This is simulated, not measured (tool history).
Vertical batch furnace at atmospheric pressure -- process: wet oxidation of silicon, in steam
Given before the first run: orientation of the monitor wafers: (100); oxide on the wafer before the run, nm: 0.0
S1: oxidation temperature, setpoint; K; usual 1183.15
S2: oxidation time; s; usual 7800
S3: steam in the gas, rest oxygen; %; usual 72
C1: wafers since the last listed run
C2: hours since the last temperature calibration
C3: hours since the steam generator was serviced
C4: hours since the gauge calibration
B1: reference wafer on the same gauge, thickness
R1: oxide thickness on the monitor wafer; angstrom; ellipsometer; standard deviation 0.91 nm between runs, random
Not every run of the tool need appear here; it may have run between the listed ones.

run,hour,S1,S2,S3,C1,C2,C3,C4,B1,R1
1,0.0,1183.15,7800,72,0,3355.3,1925.3,789.4,232.97,2813.1
2,82.2,1183.15,7800,72,883,3437.5,2007.5,871.6,232.44,2805.4
3,178.3,1183.15,7800,72,1032,3533.6,2103.6,967.7,231.74,2796.9
4,267.3,1183.15,7800,72,956,3622.6,2192.6,1056.7,231.05,2779.5
5,372.3,1183.15,7800,72,1128,3727.6,2297.6,1161.7,230.52,2768.8
6,446.1,1183.15,7800,72,792,3801.4,2371.4,1235.5,229.85,2766.0
7,493.6,1183.15,7800,69,510,3848.9,2418.9,1283.0,229.47,2680.8
8,566.3,1171.15,7800,72,781,3921.6,2491.6,1355.7,228.74,2382.7
9,660.8,1171.15,7800,72,1015,4016.1,2586.1,1450.2,228.01,2361.9
10,754.6,1183.15,7800,66,1007,4109.9,2679.9,1544.0,226.83,2533.6
11,846.3,1183.15,7800,72,985,4201.6,2771.6,1635.7,226.07,2724.1
# hour 882.3: thermocouples replaced and temperature profile calibrated
# hour 909.7: steam generator serviced
# hour 917.0: gauge calibrated
12,919.4,1183.15,7800,81,269,37.1,9.7,2.4,235.90,3141.9
13,956.8,1206.15,5040,62,401,74.5,47.1,39.8,235.75,2217.3
14,1015.9,1198.15,11400,61,635,133.6,106.2,98.9,235.97,3932.1
15,1072.4,1183.15,11490,63,607,190.1,162.7,155.4,235.73,3502.6
16,1171.6,1207.15,4380,72,1065,289.3,261.9,254.6,235.57,2275.8
17,1223.3,1196.15,10470,63,555,341.0,313.6,306.3,235.26,3701.4
18,1312.0,1172.15,6720,80,953,429.7,402.3,395.0,235.29,2387.5
19,1397.4,1170.15,6540,79,917,515.1,487.7,480.4,235.02,2247.7

Predict the results of run 20:
20,1484.0,1183.15,7800,72,930,601.7,574.3,567.0,?,?

{"run 20": {"B1": 234.71, "R1": 2825.7}}
The same run, on a tool lacking any hidden state, would have yielded R1 2840.6 angstrom.
